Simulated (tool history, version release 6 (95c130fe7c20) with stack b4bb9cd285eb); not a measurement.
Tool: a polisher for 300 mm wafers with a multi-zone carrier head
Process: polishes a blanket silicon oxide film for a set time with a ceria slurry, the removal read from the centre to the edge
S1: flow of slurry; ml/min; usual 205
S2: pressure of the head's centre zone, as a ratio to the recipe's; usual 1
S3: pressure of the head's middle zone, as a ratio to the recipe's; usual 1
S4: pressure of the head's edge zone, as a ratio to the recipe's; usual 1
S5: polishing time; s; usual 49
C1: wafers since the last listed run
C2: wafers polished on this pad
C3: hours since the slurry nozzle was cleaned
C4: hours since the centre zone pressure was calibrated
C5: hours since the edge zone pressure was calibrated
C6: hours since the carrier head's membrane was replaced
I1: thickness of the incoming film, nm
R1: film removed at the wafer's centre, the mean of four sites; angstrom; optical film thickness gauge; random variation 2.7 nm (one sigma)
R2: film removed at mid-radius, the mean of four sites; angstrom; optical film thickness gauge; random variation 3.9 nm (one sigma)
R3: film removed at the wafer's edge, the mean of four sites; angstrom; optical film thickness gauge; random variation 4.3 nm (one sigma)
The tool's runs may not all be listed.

run,hour,S1,S2,S3,S4,S5,C1,C2,C3,C4,C5,C6,I1,R1,R2,R3
1,0,205,0.97,1,1,49,0,266,418.7,709.6,915.1,910.4,733.4,3038,3042,3148
2,31.8,205,1,1,1.09,49,259,526,450.5,741.4,946.9,942.2,742.9,3159,3077,3272
3,49.5,205,1,1,1.09,49,144,670,468.2,759.1,964.6,959.9,725.6,3151,3016,3185
4,82.2,205,1,1,1.09,49,266,937,500.9,791.8,997.3,992.6,727.3,3155,3019,3251
# hour 96: worn pad replaced by a new one
5,118,205,1,1,0.95,49,259,179,536.7,827.6,1033.1,1028.4,727.7,3139,2954,3087
6,142.2,205,1,1,0.95,49,197,377,560.9,851.8,1057.3,1052.6,718.6,3105,3047,3141
7,154.7,205,1,1,0.95,49,102,479,573.4,864.3,1069.8,1065.1,717.4,3180,3085,3062
# hour 167.5: edge zone pressure recalibrated
8,186.8,205,1,0.95,1,49,245,725,605.5,896.4,19.3,1097.2,734.2,3117,2976,3223
9,209.8,205,1,1,0.92,49,187,912,628.5,919.4,42.3,1120.2,728.9,3081,3026,3104
# hour 214.9: worn pad replaced by a new one
10,223.9,205,1,1,0.95,49,82,73,642.6,933.5,56.4,1134.3,714.1,3153,3075,3138
11,237.2,185,1.04,1,0.93,65,108,181,655.9,946.8,69.7,1147.6,730.1,4235,3990,4057
# hour 250.4: slurry nozzle cleaned
# hour 271: carrier head's membrane replaced by a new one
12,271.5,235,1,1.04,1.06,32,230,412,21.1,981.1,104,0.5,720.1,2086,2102,2104
# hour 292.8: centre zone pressure recalibrated
13,293.3,205,0.9,1,1,49,161,574,42.9,0.5,125.8,22.3,730.5,2831,2967,3140
14,315.6,205,1,1,1,49,181,756,65.2,22.8,148.1,44.6,731.3,3136,3069,3118
# hour 332.3: worn pad replaced by a new one
15,380.4,245,0.9,1,1.09,49,496,392,130,87.6,212.9,109.4,726.2,2910,3094,3345
16,403.3,205,1,1,1.06,49,186,579,152.9,110.5,235.8,132.3,732.5,3202,3019,3268
17,417.8,270,1.06,0.97,1,49,118,697,167.4,125,250.3,146.8,732.9,3485,3140,3149
18,443.3,135,1,1.08,1,49,208,905,192.9,150.5,275.8,172.3,733.9,2802,2992,2919
# hour 466.8: worn pad replaced by a new one
19,470.1,205,1,1,1,49,186,27,219.7,177.3,302.6,199.1,725.5,3195,3074,3169
20,487.4,165,1,1.07,0.96,60,141,168,237,194.6,319.9,216.4,718.6,3673,3871,3684
21,501.9,205,1,0.96,1,54,118,286,251.5,209.1,334.4,230.9,736,3400,3289,3470
22,521.3,265,1,1.09,0.97,49,158,444,270.9,228.5,353.8,250.3,734.4,3294,3352,3204

4 ways to go on from here, each from the tool as it stands after run 22. What would each give?
A,521.7,205,0.96,1,1,49,3,448,271.3,228.9,354.2,250.7,734.9,?,?,?
B,521.7,165,1,1,1.03,49,3,448,271.3,228.9,354.2,250.7,734.9,?,?,?
C,521.7,205,1.08,1.03,0.88,63,3,448,271.3,228.9,354.2,250.7,734.9,?,?,?
D,521.7,205,1,1,0.9,49,3,448,271.3,228.9,354.2,250.7,734.9,?,?,?

run,R1,R2,R3
A,2993,3073,3127
B,2988,2957,3079
C,4334,4035,3819
D,3119,3073,2998
Without the tool's hidden state the same runs would have given:
run,R1,R2,R3
A,2993,3073,3127
B,2988,2957,3079
C,4334,4035,3819
D,3119,3073,2998
